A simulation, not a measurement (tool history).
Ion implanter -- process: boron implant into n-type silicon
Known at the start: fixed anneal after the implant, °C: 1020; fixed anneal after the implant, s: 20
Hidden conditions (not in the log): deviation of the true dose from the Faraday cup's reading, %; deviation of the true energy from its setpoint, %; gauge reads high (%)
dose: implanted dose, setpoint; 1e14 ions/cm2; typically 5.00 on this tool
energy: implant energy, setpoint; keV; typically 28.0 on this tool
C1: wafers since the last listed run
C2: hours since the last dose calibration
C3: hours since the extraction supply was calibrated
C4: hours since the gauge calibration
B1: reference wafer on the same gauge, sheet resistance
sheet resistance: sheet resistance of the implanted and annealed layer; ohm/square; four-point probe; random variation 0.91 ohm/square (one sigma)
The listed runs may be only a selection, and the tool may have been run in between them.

Run 1, hour 0.0: usual settings; C1 0; C2 103.3; C3 2512.0; C4 1007.6; B1 189.99. Result: sheet resistance 206.06 ohm/square.
Run 2, hour 84.6: usual settings; C1 1566; C2 187.9; C3 2596.6; C4 1092.2; B1 189.82. Result: sheet resistance 204.69 ohm/square.
Run 3, hour 129.3: usual settings; C1 827; C2 232.6; C3 2641.3; C4 1136.9; B1 189.58. Result: sheet resistance 205.68 ohm/square.
Run 4, hour 199.9: usual settings but energy 20.5 keV; C1 1307; C2 303.2; C3 2711.9; C4 1207.5; B1 189.45. Result: sheet resistance 212.44 ohm/square.
Run 5, hour 291.6: usual settings but energy 20.5 keV; C1 1697; C2 394.9; C3 2803.6; C4 1299.2; B1 189.08. Result: sheet resistance 212.76 ohm/square.
Run 6, hour 363.3: usual settings but energy 20.5 keV; C1 1327; C2 466.6; C3 2875.3; C4 1370.9; B1 188.79. Result: sheet resistance 210.93 ohm/square.
Run 7, hour 408.5: usual settings; C1 836; C2 511.8; C3 2920.5; C4 1416.1; B1 188.65. Result: sheet resistance 206.07 ohm/square.
Run 8, hour 448.5: usual settings but dose 6.00 1e14 ions/cm2, energy 21.0 keV; C1 740; C2 551.8; C3 2960.5; C4 1456.1; B1 188.28. Result: sheet resistance 181.29 ohm/square.
Run 9, hour 493.2: usual settings; C1 827; C2 596.5; C3 3005.2; C4 1500.8; B1 188.26. Result: sheet resistance 203.78 ohm/square.
At hour 545.5: Faraday cup replaced and dose calibrated.
Run 10, hour 556.4: usual settings; C1 1022; C2 10.9; C3 3068.4; C4 1564.0; B1 188.00. Result: sheet resistance 201.92 ohm/square.
Run 11, hour 604.0: usual settings; C1 881; C2 58.5; C3 3116.0; C4 1611.6; B1 187.98. Result: sheet resistance 204.32 ohm/square.
Run 12, hour 693.4: usual settings but dose 6.30 1e14 ions/cm2, energy 23.0 keV; C1 1655; C2 147.9; C3 3205.4; C4 1701.0; B1 187.34. Result: sheet resistance 171.11 ohm/square.
At hour 759.7: gauge calibrated.
Run 13, hour 770.3: usual settings; C1 1423; C2 224.8; C3 3282.3; C4 10.6; B1 193.61. Result: sheet resistance 208.17 ohm/square.
Run 14, hour 834.5: usual settings but dose 5.81 1e14 ions/cm2, energy 31.0 keV; C1 1188; C2 289.0; C3 3346.5; C4 74.8; B1 193.50. Result: sheet resistance 182.43 ohm/square.
Run 15, hour 891.2: usual settings but dose 5.39 1e14 ions/cm2, energy 24.5 keV; C1 1049; C2 345.7; C3 3403.2; C4 131.5; B1 193.10. Result: sheet resistance 200.29 ohm/square.
Run 16, hour 987.3: usual settings but dose 3.77 1e14 ions/cm2, energy 25.0 keV; C1 1779; C2 441.8; C3 3499.3; C4 227.6; B1 192.58. Result: sheet resistance 265.91 ohm/square.
At hour 1041.0: extraction supply calibrated.
Run 17, hour 1071.6: usual settings but dose 5.74 1e14 ions/cm2, energy 33.0 keV; C1 1412; C2 526.1; C3 30.6; C4 311.9; B1 192.36. Result: sheet resistance 183.27 ohm/square.
At hour 1165.7: Faraday cup replaced and dose calibrated.
Run 18, hour 1170.4: usual settings but energy 20.5 keV; C1 1681; C2 4.7; C3 129.4; C4 410.7; B1 191.79. Result: sheet resistance 215.06 ohm/square.
Run 19, hour 1274.0: usual settings but dose 4.50 1e14 ions/cm2, energy 23.0 keV; C1 1918; C2 108.3; C3 233.0; C4 514.3; B1 191.82. Result: sheet resistance 230.86 ohm/square.
Run 20, hour 1375.8: usual settings but dose 6.21 1e14 ions/cm2; C1 1885; C2 210.1; C3 334.8; C4 616.1; B1 191.06. Result: sheet resistance 173.55 ohm/square.
Run 21, hour 1454.9: usual settings but dose 6.05 1e14 ions/cm2, energy 31.0 keV; C1 1464; C2 289.2; C3 413.9; C4 695.2; B1 190.85. Result: sheet resistance 174.24 ohm/square.
Run 22, hour 1606.9: usual settings but dose 4.16 1e14 ions/cm2, energy 31.5 keV; C1 2814; C2 441.2; C3 565.9; C4 847.2; B1 190.29. Result: sheet resistance 235.39 ohm/square.

Alternative continuations, all from the tool just after run 22; predict every row:
Run A, hour 1607.3: usual settings but dose 3.69 1e14 ions/cm2; C1 7; C2 441.6; C3 566.3; C4 847.6; B1 ?. Result: sheet resistance ?.
Run B, hour 1607.3: usual settings but dose 3.65 1e14 ions/cm2, energy 37.5 keV; C1 7; C2 441.6; C3 566.3; C4 847.6; B1 ?. Result: sheet resistance ?.
Run C, hour 1607.3: usual settings but dose 3.91 1e14 ions/cm2; C1 7; C2 441.6; C3 566.3; C4 847.6; B1 ?. Result: sheet resistance ?.
Run D, hour 1607.3: usual settings but dose 3.96 1e14 ions/cm2, energy 25.5 keV; C1 7; C2 441.6; C3 566.3; C4 847.6; B1 ?. Result: sheet resistance ?.
Run E, hour 1607.3: usual settings but dose 5.50 1e14 ions/cm2, energy 23.0 keV; C1 7; C2 441.6; C3 566.3; C4 847.6; B1 ?. Result: sheet resistance ?.

run      B1  sheet resistance
  A  190.44            261.85
  B  190.44            256.03
  C  190.44            249.84
  D  190.44            249.77
  E  190.44            192.96
Without the tool's unlogged condition, the same runs would have read:
run  sheet resistance
  A            267.02
  B            261.08
  C            254.77
  D            254.69
  E            196.77

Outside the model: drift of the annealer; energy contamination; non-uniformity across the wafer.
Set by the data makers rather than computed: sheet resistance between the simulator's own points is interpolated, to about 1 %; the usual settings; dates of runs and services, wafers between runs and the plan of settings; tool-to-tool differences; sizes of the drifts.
